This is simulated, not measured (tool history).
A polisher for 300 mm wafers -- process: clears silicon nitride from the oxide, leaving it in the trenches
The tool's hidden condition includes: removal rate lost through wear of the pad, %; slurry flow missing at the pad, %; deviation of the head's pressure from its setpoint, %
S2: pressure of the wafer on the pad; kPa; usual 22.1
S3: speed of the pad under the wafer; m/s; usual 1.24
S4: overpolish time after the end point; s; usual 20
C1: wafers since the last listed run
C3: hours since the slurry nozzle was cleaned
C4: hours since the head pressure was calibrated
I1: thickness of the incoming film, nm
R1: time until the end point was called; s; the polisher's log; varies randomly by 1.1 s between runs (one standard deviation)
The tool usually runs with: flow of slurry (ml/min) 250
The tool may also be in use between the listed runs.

Run 1, day 0.000: usual settings; C1 0; wafers polished on this pad 810; C3 619.7; C4 1130.1; I1 110.5. Result: R1 79.4 s.
Run 2, day 1.767: usual settings; C1 233; wafers polished on this pad 1043; C3 662.1; C4 1172.5; I1 111.0. Result: R1 81.4 s.
Run 3, day 2.179: usual settings; C1 54; wafers polished on this pad 1097; C3 672.0; C4 1182.4; I1 108.4. Result: R1 81.6 s.
Run 4, day 2.546: usual settings but S3 0.94 m/s, S4 28 s; C1 48; wafers polished on this pad 1146; C3 680.8; C4 1191.2; I1 109.5. Result: R1 105.6 s.
Run 5, day 3.267: usual settings but S3 0.94 m/s, S4 28 s; C1 95; wafers polished on this pad 1241; C3 698.1; C4 1208.5; I1 109.2. Result: R1 107.5 s.
Run 6, day 3.712: usual settings; C1 58; wafers polished on this pad 1300; C3 708.8; C4 1219.2; I1 111.5. Result: R1 88.1 s.
At day 3.971: worn pad replaced by a new one, of another model than before.
Run 7, day 4.117: usual settings; C1 31; wafers polished on this pad 18; C3 718.5; C4 1228.9; I1 111.7. Result: R1 77.6 s.
At day 4.562: head pressure recalibrated.
Run 8, day 4.671: usual settings; C1 62; wafers polished on this pad 81; C3 731.8; C4 2.6; I1 108.0. Result: R1 72.9 s.
Run 9, day 5.171: usual settings but flow of slurry (ml/min) 330, S2 18.6 kPa; C1 65; wafers polished on this pad 147; C3 743.8; C4 14.6; I1 110.9. Result: R1 83.4 s.
At day 5.246: slurry nozzle cleaned.
Run 10, day 5.483: usual settings; C1 35; wafers polished on this pad 182; C3 5.7; C4 22.1; I1 108.7. Result: R1 74.4 s.
Run 11, day 5.912: usual settings but flow of slurry (ml/min) 160, S2 17.2 kPa, S3 0.96 m/s, S4 13 s; C1 56; wafers polished on this pad 239; C3 16.0; C4 32.4; I1 110.0. Result: R1 107.5 s.
Run 12, day 6.312: usual settings but flow of slurry (ml/min) 175, S2 15.9 kPa, S3 0.88 m/s, S4 25 s; C1 52; wafers polished on this pad 292; C3 25.6; C4 42.0; I1 109.7. Result: R1 122.5 s.
Run 13, day 7.038: usual settings; C1 95; wafers polished on this pad 387; C3 43.0; C4 59.4; I1 110.9. Result: R1 76.9 s.
Run 14, day 7.650: usual settings but flow of slurry (ml/min) 300, S2 15.2 kPa, S3 1.10 m/s, S4 30 s; C1 80; wafers polished on this pad 468; C3 57.7; C4 74.1; I1 110.8. Result: R1 105.8 s.

Hidden state at the last listed run before each entry between runs and at the first one after, where it differs:
Run 6 -> run 7: worn pad replaced by a new one, of another model than before (day 3.971)
  removal rate lost through wear of the pad, %: 14 -> 0.246
  measured value less the no-hidden-state value, R1: +12.3 -> +0.2 s
Run 7 -> run 8: head pressure recalibrated (day 4.562)
  removal rate lost through wear of the pad, %: 0.246 -> 0.31
  measured value less the no-hidden-state value, R1: +0.2 -> +0.2 s
Run 9 -> run 10: slurry nozzle cleaned (day 5.246)
  removal rate lost through wear of the pad, %: 0.441 -> 0.558
  measured value less the no-hidden-state value, R1: +0.4 -> +0.4 s
